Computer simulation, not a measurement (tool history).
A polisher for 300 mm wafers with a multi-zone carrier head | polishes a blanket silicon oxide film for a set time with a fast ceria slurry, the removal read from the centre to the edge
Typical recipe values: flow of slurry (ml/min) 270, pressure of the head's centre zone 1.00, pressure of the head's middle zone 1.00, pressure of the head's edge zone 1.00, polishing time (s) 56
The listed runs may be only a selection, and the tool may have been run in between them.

| run | hour | flow of slurry (ml/min) | pressure of the head's centre zone | pressure of the head's middle zone | pressure of the head's edge zone | polishing time (s) | incoming thickness of the incoming film, nm | film removed at the wafer's centre (Å) | film removed at mid-radius (Å) | film removed at the wafer's edge (Å) |
|---|---|---|---|---|---|---|---|---|---|---|
| 1 | 0.0 | 270 | 1.00 | 1.00 | 1.00 | 56 | 2736.6 | 9189 | 9488 | 9196 |
|  | 20.4 | worn pad replaced by a new one |
| 2 | 20.9 | 270 | 1.00 | 1.00 | 1.00 | 56 | 2768.3 | 10290 | 10540 | 10420 |
| 3 | 31.6 | 270 | 1.00 | 1.00 | 1.00 | 56 | 2737.5 | 10197 | 10559 | 10483 |
| 4 | 47.5 | 270 | 1.00 | 1.00 | 1.00 | 56 | 2811.4 | 9908 | 10233 | 10063 |
| 5 | 62.9 | 270 | 1.00 | 1.00 | 1.00 | 56 | 2736.2 | 9915 | 10344 | 9934 |
| 6 | 76.4 | 270 | 1.00 | 1.00 | 1.00 | 56 | 2774.5 | 9623 | 10149 | 9934 |
| 7 | 83.3 | 270 | 1.00 | 1.00 | 1.00 | 56 | 2769.5 | 9621 | 10095 | 10033 |
| 8 | 113.0 | 270 | 1.00 | 1.00 | 1.00 | 56 | 2791.4 | 9315 | 9807 | 9610 |
|  | 131.1 | carrier head's membrane replaced by a new one |
|  | 133.4 | slurry nozzle cleaned |
| 9 | 145.6 | 270 | 1.00 | 1.00 | 1.00 | 56 | 2784.1 | 8868 | 9570 | 9263 |
|  | 176.4 | worn pad replaced by a new one |
| 10 | 184.2 | 195 | 1.00 | 0.96 | 1.00 | 49 | 2782.7 | 7693 | 8434 | 8658 |
| 11 | 197.7 | 320 | 1.00 | 1.00 | 1.00 | 56 | 2826.0 | 9370 | 10292 | 10074 |
| 12 | 205.6 | 270 | 1.09 | 1.00 | 1.00 | 56 | 2778.5 | 9925 | 10183 | 9814 |
| 13 | 218.8 | 270 | 1.00 | 1.00 | 1.00 | 56 | 2768.4 | 8971 | 10007 | 9798 |
|  | 224.1 | edge zone pressure recalibrated |
| 14 | 234.0 | 270 | 0.91 | 1.00 | 1.00 | 76 | 2789.1 | 11080 | 13670 | 13155 |
|  | 237.1 | centre zone pressure recalibrated |
| 15 | 251.8 | 270 | 1.00 | 1.00 | 1.00 | 56 | 2742.2 | 9717 | 9839 | 9677 |
| 16 | 269.6 | 270 | 1.00 | 1.00 | 0.95 | 56 | 2778.7 | 9461 | 9588 | 9173 |
| 17 | 279.5 | 200 | 1.00 | 1.00 | 0.91 | 56 | 2782.7 | 9056 | 9075 | 8633 |
| 18 | 294.4 | 270 | 1.00 | 1.00 | 1.00 | 56 | 2794.3 | 9343 | 9270 | 9285 |
| 19 | 305.1 | 210 | 1.00 | 0.93 | 1.00 | 56 | 2725.7 | 8890 | 8605 | 8956 |

What if the next run were any one of these 5? Each begins from the tool's condition after run 19:
| A | 305.5 | 270 | 1.00 | 1.00 | 1.00 | 56 | 2762.4 | ? | ? | ? |
| B | 305.5 | 350 | 1.00 | 1.00 | 1.00 | 64 | 2762.4 | ? | ? | ? |
| C | 305.5 | 355 | 1.00 | 1.00 | 0.92 | 56 | 2762.4 | ? | ? | ? |
| D | 305.5 | 270 | 1.00 | 1.00 | 1.04 | 56 | 2762.4 | ? | ? | ? |
| E | 305.5 | 270 | 1.09 | 0.94 | 0.94 | 38 | 2762.4 | ? | ? | ? |

| run | film removed at the wafer's centre (Å) | film removed at mid-radius (Å) | film removed at the wafer's edge (Å) |
|---|---|---|---|
| A | 9254 | 9267 | 9178 |
| B | 10878 | 10863 | 10696 |
| C | 9531 | 9517 | 9005 |
| D | 9254 | 9266 | 9355 |
| E | 6846 | 5967 | 6052 |
With the hidden condition removed and each run's random variation left untouched, the same runs would have given:
| run | film removed at the wafer's centre (Å) | film removed at mid-radius (Å) | film removed at the wafer's edge (Å) |
|---|---|---|---|
| A | 10618 | 10664 | 10562 |
| B | 12481 | 12501 | 12308 |
| C | 10935 | 10953 | 10362 |
| D | 10618 | 10663 | 10766 |
| E | 7855 | 6867 | 6964 |
